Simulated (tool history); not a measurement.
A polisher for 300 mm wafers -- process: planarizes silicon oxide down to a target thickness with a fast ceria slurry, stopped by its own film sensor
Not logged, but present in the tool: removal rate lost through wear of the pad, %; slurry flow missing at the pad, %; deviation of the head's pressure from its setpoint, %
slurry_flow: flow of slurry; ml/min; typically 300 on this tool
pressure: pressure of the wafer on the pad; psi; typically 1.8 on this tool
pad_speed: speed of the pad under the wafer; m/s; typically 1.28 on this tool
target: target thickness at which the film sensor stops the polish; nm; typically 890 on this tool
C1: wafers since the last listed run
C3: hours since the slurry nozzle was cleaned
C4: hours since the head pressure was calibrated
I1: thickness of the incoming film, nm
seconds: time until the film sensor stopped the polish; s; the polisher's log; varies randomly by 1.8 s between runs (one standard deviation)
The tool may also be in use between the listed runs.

run 1 day=0 | slurry_flow=300 pressure=1.8 pad_speed=0.98 target=890 | C1=0 wafers_polished_on_this_pad=183 C3=48.2 C4=807.6 | I1=2090.3 | seconds=120.1
run 2 day=0.988 | slurry_flow=300 pressure=1.5 pad_speed=1.28 target=890 | C1=128 wafers_polished_on_this_pad=311 C3=71.9 C4=831.3 | I1=2046.1 | seconds=105.7
run 3 day=2.012 | slurry_flow=300 pressure=1.8 pad_speed=1.28 target=890 | C1=132 wafers_polished_on_this_pad=444 C3=96.5 C4=855.9 | I1=2064.2 | seconds=93.8
run 4 day=2.612 | slurry_flow=300 pressure=1.8 pad_speed=1.28 target=890 | C1=77 wafers_polished_on_this_pad=522 C3=110.9 C4=870.3 | I1=2062.3 | seconds=92.2
run 5 day=4.071 | slurry_flow=300 pressure=1.8 pad_speed=1.56 target=890 | C1=189 wafers_polished_on_this_pad=711 C3=145.9 C4=905.3 | I1=2061.4 | seconds=77.9
run 6 day=5.079 | slurry_flow=300 pressure=1.8 pad_speed=1.28 target=890 | C1=130 wafers_polished_on_this_pad=842 C3=170.1 C4=929.5 | I1=2078.3 | seconds=92.9
run 7 day=5.604 | slurry_flow=300 pressure=1.8 pad_speed=1.28 target=890 | C1=68 wafers_polished_on_this_pad=910 C3=182.7 C4=942.1 | I1=2070.9 | seconds=91.6
run 8 day=7.783 | slurry_flow=300 pressure=1.8 pad_speed=1.28 target=1015 | C1=282 wafers_polished_on_this_pad=1193 C3=235 C4=994.4 | I1=2069.5 | seconds=82.3
run 9 day=9.012 | slurry_flow=300 pressure=1.8 pad_speed=1.28 target=1015 | C1=159 wafers_polished_on_this_pad=1352 C3=264.5 C4=1023.9 | I1=2100.3 | seconds=84.1
-- day=9.838 worn pad replaced by a new one
run 10 day=10.238 | slurry_flow=300 pressure=2.1 pad_speed=1.28 target=890 | C1=137 wafers_polished_on_this_pad=51 C3=293.9 C4=1053.3 | I1=2054.7 | seconds=79.8
-- day=10.738 slurry nozzle cleaned
run 11 day=11.475 | slurry_flow=300 pressure=1.8 pad_speed=1.28 target=890 | C1=155 wafers_polished_on_this_pad=206 C3=17.7 C4=1083 | I1=2039.1 | seconds=90
run 12 day=12.212 | slurry_flow=300 pressure=1.8 pad_speed=1.28 target=890 | C1=95 wafers_polished_on_this_pad=302 C3=35.4 C4=1100.7 | I1=2037.2 | seconds=89.6
run 13 day=13.317 | slurry_flow=355 pressure=1.8 pad_speed=1.28 target=780 | C1=143 wafers_polished_on_this_pad=445 C3=61.9 C4=1127.2 | I1=2083.3 | seconds=102
run 14 day=14.546 | slurry_flow=350 pressure=2.2 pad_speed=1.28 target=890 | C1=159 wafers_polished_on_this_pad=605 C3=91.4 C4=1156.7 | I1=2036.6 | seconds=74.3
run 15 day=15.917 | slurry_flow=300 pressure=1.8 pad_speed=1.28 target=890 | C1=177 wafers_polished_on_this_pad=783 C3=124.3 C4=1189.6 | I1=2068.8 | seconds=92.9
run 16 day=17.108 | slurry_flow=300 pressure=1.8 pad_speed=0.96 target=890 | C1=154 wafers_polished_on_this_pad=937 C3=152.9 C4=1218.2 | I1=2087.3 | seconds=125.2
-- day=17.454 head pressure recalibrated
run 17 day=17.662 | slurry_flow=260 pressure=1.8 pad_speed=1.28 target=1158 | C1=61 wafers_polished_on_this_pad=998 C3=166.2 C4=5 | I1=2070 | seconds=74.1
-- day=19.262 worn pad replaced by a new one
run 18 day=19.283 | slurry_flow=300 pressure=1.4 pad_speed=1.28 target=890 | C1=188 wafers_polished_on_this_pad=2 C3=205.1 C4=43.9 | I1=2040.7 | seconds=115.5
run 19 day=20.083 | slurry_flow=300 pressure=1.8 pad_speed=1.28 target=890 | C1=103 wafers_polished_on_this_pad=106 C3=224.3 C4=63.1 | I1=2046.4 | seconds=91.6
-- day=21.2 slurry nozzle cleaned
run 20 day=21.462 | slurry_flow=365 pressure=2.4 pad_speed=0.86 target=890 | C1=173 wafers_polished_on_this_pad=279 C3=6.3 C4=96.2 | I1=2068.8 | seconds=96.1
run 21 day=22.65 | slurry_flow=235 pressure=1.8 pad_speed=1.28 target=890 | C1=154 wafers_polished_on_this_pad=433 C3=34.8 C4=124.7 | I1=2061.1 | seconds=97.4
run 22 day=23.838 | slurry_flow=300 pressure=1.8 pad_speed=1.28 target=890 | C1=154 wafers_polished_on_this_pad=587 C3=63.3 C4=153.2 | I1=2097.8 | seconds=93.5
run 23 day=24.7 | slurry_flow=300 pressure=1.8 pad_speed=1.28 target=890 | C1=111 wafers_polished_on_this_pad=699 C3=84 C4=173.9 | I1=2059.9 | seconds=94
run 24 day=25.421 | slurry_flow=255 pressure=1.8 pad_speed=1.28 target=890 | C1=93 wafers_polished_on_this_pad=793 C3=101.3 C4=191.2 | I1=2087.6 | seconds=100.4
run 25 day=26.575 | slurry_flow=225 pressure=1.8 pad_speed=1.28 target=890 | C1=149 wafers_polished_on_this_pad=943 C3=129 C4=218.9 | I1=2060.6 | seconds=95.7
run 26 day=28.054 | slurry_flow=300 pressure=1.8 pad_speed=1.28 target=669 | C1=191 wafers_polished_on_this_pad=1134 C3=164.5 C4=254.4 | I1=2100.5 | seconds=116.2
run 27 day=28.633 | slurry_flow=235 pressure=1.8 pad_speed=1.28 target=890 | C1=75 wafers_polished_on_this_pad=1210 C3=178.4 C4=268.3 | I1=2076.2 | seconds=93.9
-- day=29.662 worn pad replaced by a new one
run 28 day=30.121 | slurry_flow=300 pressure=1.8 pad_speed=1.28 target=890 | C1=171 wafers_polished_on_this_pad=59 C3=214.1 C4=304 | I1=2095.7 | seconds=92.9
run 29 day=31.521 | slurry_flow=300 pressure=1.4 pad_speed=1.46 target=1003 | C1=181 wafers_polished_on_this_pad=241 C3=247.7 C4=337.6 | I1=2082.7 | seconds=98
run 30 day=32.788 | slurry_flow=375 pressure=1.8 pad_speed=1.28 target=1117 | C1=164 wafers_polished_on_this_pad=405 C3=278.1 C4=368 | I1=2097.9 | seconds=76.7
-- day=33.388 slurry nozzle cleaned
run 31 day=34.596 | slurry_flow=300 pressure=1.8 pad_speed=1.54 target=890 | C1=229 wafers_polished_on_this_pad=634 C3=29 C4=411.4 | I1=2075.7 | seconds=80.8
run 32 day=35.304 | slurry_flow=225 pressure=2.2 pad_speed=1 target=758 | C1=91 wafers_polished_on_this_pad=726 C3=46 C4=428.4 | I1=2057.2 | seconds=111.9
run 33 day=36.729 | slurry_flow=300 pressure=1.8 pad_speed=1.28 target=890 | C1=184 wafers_polished_on_this_pad=911 C3=80.2 C4=462.6 | I1=2080.3 | seconds=92
run 34 day=37.479 | slurry_flow=375 pressure=1.8 pad_speed=1.28 target=890 | C1=97 wafers_polished_on_this_pad=1008 C3=98.2 C4=480.6 | I1=2051.3 | seconds=91.2
run 35 day=38.962 | slurry_flow=300 pressure=1.8 pad_speed=1.28 target=890 | C1=192 wafers_polished_on_this_pad=1200 C3=133.8 C4=516.2 | I1=2062.6 | seconds=95
-- day=39.367 worn pad replaced by a new one
run 36 day=40.296 | slurry_flow=225 pressure=1.8 pad_speed=1.54 target=890 | C1=151 wafers_polished_on_this_pad=120 C3=165.8 C4=548.2 | I1=2095.3 | seconds=81.7

Below are 5 alternative next runs, each starting from the tool's condition after run 36. Predict each:
run A day=40.317 | slurry_flow=360 pressure=1.8 pad_speed=1.28 target=890 | C1=2 wafers_polished_on_this_pad=123 C3=166.3 C4=548.7 | I1=2080.2 | seconds=?
run B day=40.317 | slurry_flow=300 pressure=1.4 pad_speed=1.28 target=1155 | C1=2 wafers_polished_on_this_pad=123 C3=166.3 C4=548.7 | I1=2080.2 | seconds=?
run C day=40.317 | slurry_flow=300 pressure=1.8 pad_speed=1.42 target=890 | C1=2 wafers_polished_on_this_pad=123 C3=166.3 C4=548.7 | I1=2080.2 | seconds=?
run D day=40.317 | slurry_flow=250 pressure=2.3 pad_speed=1.56 target=890 | C1=2 wafers_polished_on_this_pad=123 C3=166.3 C4=548.7 | I1=2080.2 | seconds=?
run E day=40.317 | slurry_flow=235 pressure=1.4 pad_speed=0.9 target=674 | C1=2 wafers_polished_on_this_pad=123 C3=166.3 C4=548.7 | I1=2080.2 | seconds=?

run=A seconds=94.2
run=B seconds=93.6
run=C seconds=87.1
run=D seconds=64.8
run=E seconds=199.2
Stripped of hidden state, with their random variation kept, the same runs would have yielded:
run=A seconds=94.2
run=B seconds=93.6
run=C seconds=87.1
run=D seconds=64.8
run=E seconds=199.2
